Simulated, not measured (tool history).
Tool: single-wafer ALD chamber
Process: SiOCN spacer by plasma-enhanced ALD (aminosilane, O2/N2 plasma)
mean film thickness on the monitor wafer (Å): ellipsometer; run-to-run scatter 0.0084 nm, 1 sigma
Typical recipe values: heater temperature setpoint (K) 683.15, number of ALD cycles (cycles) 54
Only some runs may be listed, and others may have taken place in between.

run    hour  heater temperature setpoint (K)  number of ALD cycles (cycles)  read-back reference wafer on the same gauge, thickness_nm  mean film thickness on the monitor wafer (Å)
  1       0                           683.15                             54                                                        3.4                                         30.84
  2    48.9                           683.15                             54                                                      3.401                                         30.78
  3   106.2                           683.15                             54                                                      3.401                                         30.74
  4   201.3                           673.15                             54                                                      3.401                                          31.8
  5   234.6                           673.15                             54                                                      3.398                                         31.66
  6   284.9                           673.15                             54                                                        3.4                                         31.47
  7   345.4                           683.15                             54                                                      3.398                                         30.81
  8   467.9                           683.15                             54                                                      3.399                                         30.81
  9   493.3                           679.15                             54                                                      3.398                                         31.11
 10   530.4                           679.15                             54                                                        3.4                                         30.95
 11   578.3                           679.15                             54                                                        3.4                                          31.1
 12   622.5                           695.15                             48                                                      3.401                                          26.4
 13   783.4                           695.15                             58                                                        3.4                                         32.04
 14   836.7                           683.15                             54                                                      3.399                                         30.72
 15   873.5                           683.15                             54                                                      3.398                                          30.8
      911.5  -- thermocouple changed; heater temperature recalibrated
 16     912                           695.15                             48                                                      3.402                                         26.51
      917.7  -- gauge calibrated
 17   974.3                           688.15                             46                                                      3.399                                         25.95
 18  1035.2                           672.15                             62                                                      3.399                                         36.45
 19  1098.3                           683.15                             54                                                      3.401                                         30.84
 20  1155.8                           694.15                             64                                                      3.397                                         35.29
 21  1203.1                           691.15                             51                                                      3.401                                         28.58
 22  1259.7                           673.15                             63                                                        3.4                                         36.74

Branching from run 22: 4 alternative next runs. What would each branch give?
  A  1260.2                           687.15                             54                                                          ?                                             ?
  B  1260.2                           674.15                             50                                                          ?                                             ?
  C  1260.2                           690.15                             60                                                          ?                                             ?
  D  1260.2                           670.15                             47                                                          ?                                             ?

run  read-back reference wafer on the same gauge, thickness_nm  mean film thickness on the monitor wafer (Å)
  A                                                      3.401                                         30.41
  B                                                      3.401                                         29.16
  C                                                      3.401                                         33.51
  D                                                      3.401                                         27.58
With no hidden state in the tool, these same runs would have given:
run  mean film thickness on the monitor wafer (Å)
  A                                         30.41
  B                                         29.16
  C                                         33.51
  D                                         27.58
